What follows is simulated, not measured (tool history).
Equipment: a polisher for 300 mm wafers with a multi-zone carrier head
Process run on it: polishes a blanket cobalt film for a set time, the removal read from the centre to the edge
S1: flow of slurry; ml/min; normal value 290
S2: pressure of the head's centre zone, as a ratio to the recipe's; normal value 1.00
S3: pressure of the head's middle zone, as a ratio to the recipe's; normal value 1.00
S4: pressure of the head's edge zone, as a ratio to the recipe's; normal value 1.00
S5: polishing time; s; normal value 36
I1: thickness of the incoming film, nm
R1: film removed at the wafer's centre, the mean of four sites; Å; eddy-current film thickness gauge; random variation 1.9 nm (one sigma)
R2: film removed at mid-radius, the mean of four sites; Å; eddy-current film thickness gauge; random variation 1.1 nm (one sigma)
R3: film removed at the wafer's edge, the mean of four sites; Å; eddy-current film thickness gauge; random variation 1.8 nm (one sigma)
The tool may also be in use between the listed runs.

{"run": 1, "hour": 0.0, "S1": 290, "S2": 1.0, "S3": 1.0, "S4": 1.0, "S5": 36, "I1": 1495.5, "R1": 1427, "R2": 1450, "R3": 1418}
{"run": 2, "hour": 107.6, "S1": 290, "S2": 1.0, "S3": 0.92, "S4": 1.0, "S5": 36, "I1": 1465.6, "R1": 1461, "R2": 1426, "R3": 1452}
{"run": 3, "hour": 278.8, "S1": 290, "S2": 1.0, "S3": 0.95, "S4": 1.0, "S5": 36, "I1": 1488.0, "R1": 1581, "R2": 1520, "R3": 1538}
{"run": 4, "hour": 342.0, "S1": 290, "S2": 1.0, "S3": 0.95, "S4": 1.0, "S5": 36, "I1": 1460.8, "R1": 1552, "R2": 1500, "R3": 1476}
{"run": 5, "hour": 383.5, "S1": 290, "S2": 1.0, "S3": 0.95, "S4": 1.0, "S5": 36, "I1": 1484.0, "R1": 1521, "R2": 1457, "R3": 1460}
{"run": 6, "hour": 466.6, "S1": 290, "S2": 1.0, "S3": 1.0, "S4": 0.95, "S5": 36, "I1": 1476.6, "R1": 1487, "R2": 1466, "R3": 1401}
{"run": 7, "hour": 558.3, "S1": 340, "S2": 1.0, "S3": 1.0, "S4": 1.0, "S5": 36, "I1": 1469.5, "R1": 1458, "R2": 1458, "R3": 1416}
{"run": 8, "hour": 652.3, "S1": 235, "S2": 1.0, "S3": 1.0, "S4": 1.0, "S5": 36, "I1": 1467.3, "R1": 1512, "R2": 1533, "R3": 1509}
{"run": 9, "hour": 726.0, "S1": 290, "S2": 0.93, "S3": 1.0, "S4": 1.0, "S5": 36, "I1": 1472.9, "R1": 1408, "R2": 1516, "R3": 1480}
{"run": 10, "hour": 791.7, "S1": 290, "S2": 1.0, "S3": 1.0, "S4": 1.0, "S5": 36, "I1": 1480.6, "R1": 1575, "R2": 1542, "R3": 1508}
{"run": 11, "hour": 834.0, "S1": 290, "S2": 1.0, "S3": 1.0, "S4": 1.0, "S5": 36, "I1": 1494.4, "R1": 1537, "R2": 1548, "R3": 1487}
{"run": 12, "hour": 882.1, "S1": 290, "S2": 1.0, "S3": 0.91, "S4": 1.04, "S5": 36, "I1": 1482.6, "R1": 1522, "R2": 1406, "R3": 1494}
{"run": 13, "hour": 928.0, "S1": 290, "S2": 1.11, "S3": 1.0, "S4": 0.96, "S5": 48, "I1": 1507.5, "R1": 2171, "R2": 1971, "R3": 1865}
{"run": 14, "hour": 997.8, "S1": 290, "S2": 1.0, "S3": 1.0, "S4": 1.0, "S5": 36, "I1": 1501.4, "R1": 1421, "R2": 1436, "R3": 1358}
{"run": 15, "hour": 1067.0, "S1": 290, "S2": 0.94, "S3": 1.07, "S4": 1.0, "S5": 43, "I1": 1485.8, "R1": 1817, "R2": 2021, "R3": 1854}
{"run": 16, "hour": 1153.3, "S1": 290, "S2": 1.0, "S3": 1.0, "S4": 1.0, "S5": 36, "I1": 1459.0, "R1": 1575, "R2": 1581, "R3": 1531}
{"run": 17, "hour": 1250.8, "S1": 290, "S2": 1.0, "S3": 1.0, "S4": 1.0, "S5": 36, "I1": 1478.5, "R1": 1494, "R2": 1529, "R3": 1463}
{"run": 18, "hour": 1320.4, "S1": 290, "S2": 1.0, "S3": 1.0, "S4": 1.0, "S5": 36, "I1": 1472.6, "R1": 1446, "R2": 1475, "R3": 1450}
{"run": 19, "hour": 1374.5, "S1": 255, "S2": 1.0, "S3": 1.0, "S4": 1.0, "S5": 36, "I1": 1463.7, "R1": 1421, "R2": 1417, "R3": 1373}
{"run": 20, "hour": 1458.2, "S1": 290, "S2": 0.94, "S3": 1.0, "S4": 1.0, "S5": 36, "I1": 1477.8, "R1": 1292, "R2": 1386, "R3": 1352}
{"run": 21, "hour": 1551.3, "S1": 350, "S2": 1.11, "S3": 0.91, "S4": 1.0, "S5": 36, "I1": 1476.4, "R1": 1834, "R2": 1551, "R3": 1587}
{"run": 22, "hour": 1624.8, "S1": 210, "S2": 1.0, "S3": 1.0, "S4": 1.0, "S5": 36, "I1": 1482.1, "R1": 1483, "R2": 1524, "R3": 1512}

Between the runs listed above, the log contained 14 entries, not reproduced here. Where in the sequence does each belong, and how does what the log doesn't record of the tool's condition differ from the listed run before to the listed run after?
Runs 1 to 2: slurry nozzle cleaned (hour 9.3); edge zone pressure recalibrated (hour 24.9)
  removal rate lost through wear of the pad, %: 6.33 -> 9.37; slurry flow missing at the pad, %: 41.8 -> 1.82
  difference, measured minus the result without the unlogged condition, R1: -224 -> -155 Å; R2: -214 -> -151 Å; R3: -181 -> -153 Å
Runs 2 to 3: carrier head's membrane replaced by a new one (hour 149.3); worn pad replaced by a new one (hour 157.9)
  removal rate lost through wear of the pad, %: 9.37 -> 4.33; slurry flow missing at the pad, %: 1.82 -> 5.23
  difference, measured minus the result without the unlogged condition, R1: -155 -> -82 Å; R2: -151 -> -78 Å; R3: -153 -> -76 Å
Runs 6 to 7: centre zone pressure recalibrated (hour 550.5)
  removal rate lost through wear of the pad, %: 9.64 -> 12.2; slurry flow missing at the pad, %: 12.6 -> 17.6
  difference, measured minus the result without the unlogged condition, R1: -186 -> -237 Å; R2: -180 -> -235 Å; R3: -167 -> -220 Å
Runs 7 to 8: worn pad replaced by a new one (hour 643.9)
  removal rate lost through wear of the pad, %: 12.2 -> 2.56; slurry flow missing at the pad, %: 17.6 -> 23.7
  difference, measured minus the result without the unlogged condition, R1: -237 -> -108 Å; R2: -235 -> -103 Å; R3: -220 -> -85 Å
Runs 9 to 10: edge zone pressure recalibrated (hour 738.9); slurry nozzle cleaned (hour 744.6)
  removal rate lost through wear of the pad, %: 4.65 -> 6.5; slurry flow missing at the pad, %: 29.1 -> 2.15
  difference, measured minus the result without the unlogged condition, R1: -138 -> -114 Å; R2: -142 -> -111 Å; R3: -122 -> -107 Å
Runs 14 to 15: worn pad replaced by a new one (hour 1054.9)
  removal rate lost through wear of the pad, %: 12.3 -> 1.24; slurry flow missing at the pad, %: 5.5 -> 7.65
  difference, measured minus the result without the unlogged condition, R1: -210 -> -40 Å; R2: -212 -> -43 Å; R3: -198 -> -36 Å
Runs 15 to 16: carrier head's membrane replaced by a new one (hour 1078.2); centre zone pressure recalibrated (hour 1096.7)
  removal rate lost through wear of the pad, %: 1.24 -> 3.68; slurry flow missing at the pad, %: 7.65 -> 11.1
  difference, measured minus the result without the unlogged condition, R1: -40 -> -83 Å; R2: -43 -> -82 Å; R3: -36 -> -74 Å
Runs 20 to 21: edge zone pressure recalibrated (hour 1467.3); worn pad replaced by a new one (hour 1480.2); slurry nozzle cleaned (hour 1546.4)
  removal rate lost through wear of the pad, %: 12.3 -> 2.15; slurry flow missing at the pad, %: 29.6 -> 5.18
  difference, measured minus the result without the unlogged condition, R1: -252 -> -50 Å; R2: -264 -> -41 Å; R3: -240 -> -41 Å
